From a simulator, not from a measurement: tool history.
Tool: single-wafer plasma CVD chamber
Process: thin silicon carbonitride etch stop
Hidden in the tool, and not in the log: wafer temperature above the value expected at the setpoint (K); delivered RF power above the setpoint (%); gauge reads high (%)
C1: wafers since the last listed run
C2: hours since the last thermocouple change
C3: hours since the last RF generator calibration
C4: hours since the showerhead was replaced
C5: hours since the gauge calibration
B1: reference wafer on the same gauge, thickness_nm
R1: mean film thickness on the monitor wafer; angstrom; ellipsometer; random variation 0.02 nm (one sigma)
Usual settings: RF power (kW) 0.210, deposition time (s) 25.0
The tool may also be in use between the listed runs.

{"run": 1, "hour": 0.0, "RF power (kW)": 0.21, "deposition time (s)": 26.8, "C1": 0, "C2": 1665.4, "C3": 645.4, "C4": 3027.1, "C5": 14.0, "B1": 12.399, "R1": 142.38}
{"run": 2, "hour": 6.6, "RF power (kW)": 0.21, "deposition time (s)": 26.8, "C1": 138, "C2": 1672.0, "C3": 652.0, "C4": 3033.7, "C5": 20.6, "B1": 12.393, "R1": 142.09}
{"run": 3, "hour": 16.7, "RF power (kW)": 0.21, "deposition time (s)": 26.8, "C1": 211, "C2": 1682.1, "C3": 662.1, "C4": 3043.8, "C5": 30.7, "B1": 12.406, "R1": 141.88}
{"run": 4, "hour": 29.0, "RF power (kW)": 0.245, "deposition time (s)": 25.0, "C1": 257, "C2": 1694.4, "C3": 674.4, "C4": 3056.1, "C5": 43.0, "B1": 12.395, "R1": 138.55}
{"run": 5, "hour": 43.5, "RF power (kW)": 0.21, "deposition time (s)": 25.0, "C1": 303, "C2": 1708.9, "C3": 688.9, "C4": 3070.6, "C5": 57.5, "B1": 12.402, "R1": 132.32}
{"run": 6, "hour": 56.6, "RF power (kW)": 0.21, "deposition time (s)": 25.0, "C1": 274, "C2": 1722.0, "C3": 702.0, "C4": 3083.7, "C5": 70.6, "B1": 12.395, "R1": 132.57}
{"hour": 69.0, "done": "showerhead replaced"}
{"run": 7, "hour": 69.5, "RF power (kW)": 0.21, "deposition time (s)": 25.0, "C1": 102, "C2": 1734.9, "C3": 714.9, "C4": 0.5, "C5": 83.5, "B1": 12.401, "R1": 132.4}
{"run": 8, "hour": 75.0, "RF power (kW)": 0.21, "deposition time (s)": 23.2, "C1": 115, "C2": 1740.4, "C3": 720.4, "C4": 6.0, "C5": 89.0, "B1": 12.396, "R1": 123.08}
{"run": 9, "hour": 82.6, "RF power (kW)": 0.21, "deposition time (s)": 23.2, "C1": 159, "C2": 1748.0, "C3": 728.0, "C4": 13.6, "C5": 96.6, "B1": 12.399, "R1": 122.96}
{"hour": 105.8, "done": "RF generator calibrated"}
{"run": 10, "hour": 106.3, "RF power (kW)": 0.17, "deposition time (s)": 26.3, "C1": 329, "C2": 1771.7, "C3": 0.5, "C4": 37.3, "C5": 120.3, "B1": 12.412, "R1": 128.67}
{"run": 11, "hour": 111.8, "RF power (kW)": 0.25, "deposition time (s)": 26.3, "C1": 115, "C2": 1777.2, "C3": 6.0, "C4": 42.8, "C5": 125.8, "B1": 12.393, "R1": 143.63}
{"hour": 117.4, "done": "gauge calibrated"}
{"run": 12, "hour": 119.7, "RF power (kW)": 0.245, "deposition time (s)": 21.9, "C1": 165, "C2": 1785.1, "C3": 13.9, "C4": 50.7, "C5": 2.3, "B1": 12.398, "R1": 118.63}
{"hour": 139.3, "done": "thermocouple changed; heater temperature recalibrated"}
{"hour": 144.2, "done": "RF generator calibrated, repeated, since the last time left the tool worse"}
{"run": 13, "hour": 144.7, "RF power (kW)": 0.23, "deposition time (s)": 21.6, "C1": 254, "C2": 5.4, "C3": 0.5, "C4": 75.7, "C5": 27.3, "B1": 12.397, "R1": 118.84}
{"run": 14, "hour": 145.0, "RF power (kW)": 0.21, "deposition time (s)": 21.2, "C1": 6, "C2": 5.7, "C3": 0.8, "C4": 76.0, "C5": 27.6, "B1": 12.398, "R1": 113.67}
{"run": 15, "hour": 150.3, "RF power (kW)": 0.185, "deposition time (s)": 25.0, "C1": 111, "C2": 11.0, "C3": 6.1, "C4": 81.3, "C5": 32.9, "B1": 12.405, "R1": 129.39}
{"run": 16, "hour": 162.3, "RF power (kW)": 0.185, "deposition time (s)": 28.7, "C1": 251, "C2": 23.0, "C3": 18.1, "C4": 93.3, "C5": 44.9, "B1": 12.397, "R1": 148.61}
{"run": 17, "hour": 171.5, "RF power (kW)": 0.21, "deposition time (s)": 25.0, "C1": 192, "C2": 32.2, "C3": 27.3, "C4": 102.5, "C5": 54.1, "B1": 12.402, "R1": 134.25}
{"run": 18, "hour": 183.0, "RF power (kW)": 0.21, "deposition time (s)": 25.0, "C1": 241, "C2": 43.7, "C3": 38.8, "C4": 114.0, "C5": 65.6, "B1": 12.404, "R1": 133.93}

4 ways to go on from here, each from the tool as it stands after run 18. What would each give?
{"run": "A", "hour": 183.4, "RF power (kW)": 0.23, "deposition time (s)": 25.0, "C1": 8, "C2": 44.1, "C3": 39.2, "C4": 114.4, "C5": 66.0, "B1": "?", "R1": "?"}
{"run": "B", "hour": 183.4, "RF power (kW)": 0.22, "deposition time (s)": 22.2, "C1": 8, "C2": 44.1, "C3": 39.2, "C4": 114.4, "C5": 66.0, "B1": "?", "R1": "?"}
{"run": "C", "hour": 183.4, "RF power (kW)": 0.195, "deposition time (s)": 23.6, "C1": 8, "C2": 44.1, "C3": 39.2, "C4": 114.4, "C5": 66.0, "B1": "?", "R1": "?"}
{"run": "D", "hour": 183.4, "RF power (kW)": 0.185, "deposition time (s)": 22.3, "C1": 8, "C2": 44.1, "C3": 39.2, "C4": 114.4, "C5": 66.0, "B1": "?", "R1": "?"}

run=A B1=12.392 R1=137.67
run=B B1=12.392 R1=120.74
run=C B1=12.392 R1=124.09
run=D B1=12.392 R1=115.56
Without the tool's hidden state the same runs would have given:
run=A R1=137.74
run=B R1=120.79
run=C R1=124.15
run=D R1=115.61

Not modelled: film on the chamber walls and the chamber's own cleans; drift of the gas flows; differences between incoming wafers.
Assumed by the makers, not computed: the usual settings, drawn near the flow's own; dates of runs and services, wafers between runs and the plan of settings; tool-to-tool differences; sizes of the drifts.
